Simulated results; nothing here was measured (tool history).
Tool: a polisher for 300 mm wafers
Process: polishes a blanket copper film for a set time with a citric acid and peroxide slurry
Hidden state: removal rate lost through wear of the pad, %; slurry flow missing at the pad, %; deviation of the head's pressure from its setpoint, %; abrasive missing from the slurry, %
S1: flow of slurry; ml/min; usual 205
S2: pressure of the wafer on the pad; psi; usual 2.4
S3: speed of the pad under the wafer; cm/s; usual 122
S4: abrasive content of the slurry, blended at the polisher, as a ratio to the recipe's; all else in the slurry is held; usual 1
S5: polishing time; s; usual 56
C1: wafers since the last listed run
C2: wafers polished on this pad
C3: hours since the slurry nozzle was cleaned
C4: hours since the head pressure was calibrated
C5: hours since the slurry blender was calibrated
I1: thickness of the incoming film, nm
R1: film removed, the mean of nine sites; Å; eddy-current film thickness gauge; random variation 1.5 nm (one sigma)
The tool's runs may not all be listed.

| run | day | S1 | S2 | S3 | S4 | S5 | C1 | C2 | C3 | C4 | C5 | I1 | R1 |
|---|---|---|---|---|---|---|---|---|---|---|---|---|---|
| 1 | 0.000 | 205 | 2.4 | 122 | 1 | 56 | 0 | 1292 | 297.2 | 70.7 | 330.2 | 933.8 | 1224 |
|  | 0.192 | slurry blender recalibrated |
| 2 | 2.488 | 205 | 2.4 | 122 | 1 | 56 | 697 | 1990 | 356.9 | 130.4 | 55.1 | 946.4 | 1286 |
| 3 | 5.958 | 205 | 2.9 | 122 | 1 | 45 | 1007 | 2998 | 440.2 | 213.7 | 138.4 | 946.1 | 1245 |
|  | 7.204 | worn pad replaced by a new one |
| 4 | 10.333 | 205 | 2.9 | 122 | 1 | 45 | 1221 | 908 | 545.2 | 318.7 | 243.4 | 933.3 | 1261 |
|  | 11.258 | slurry nozzle cleaned |
| 5 | 11.912 | 205 | 2.9 | 122 | 1 | 45 | 446 | 1354 | 15.7 | 356.6 | 281.3 | 943.0 | 1255 |
|  | 14.371 | slurry blender recalibrated |
| 6 | 15.496 | 155 | 2.4 | 122 | 1 | 56 | 1016 | 2370 | 101.7 | 442.6 | 27.0 | 930.0 | 1301 |
|  | 17.596 | worn pad replaced by a new one |
| 7 | 18.512 | 245 | 2.4 | 122 | 1 | 56 | 827 | 266 | 174.1 | 515.0 | 99.4 | 959.3 | 1380 |
| 8 | 22.050 | 245 | 2.4 | 122 | 1 | 56 | 1027 | 1293 | 259.0 | 599.9 | 184.3 | 949.8 | 1350 |

The next listed run, before its measurement:
|  | 27.729 | worn pad replaced by a new one |
| 9 | 28.738 | 140 | 2.4 | 122 | 1 | 56 | 1893 | 293 | 419.5 | 760.4 | 344.8 | 934.8 | ? |

{"run 9": {"R1": 1286}}
Without the tool's hidden state the same run would have given R1 1220 Å.
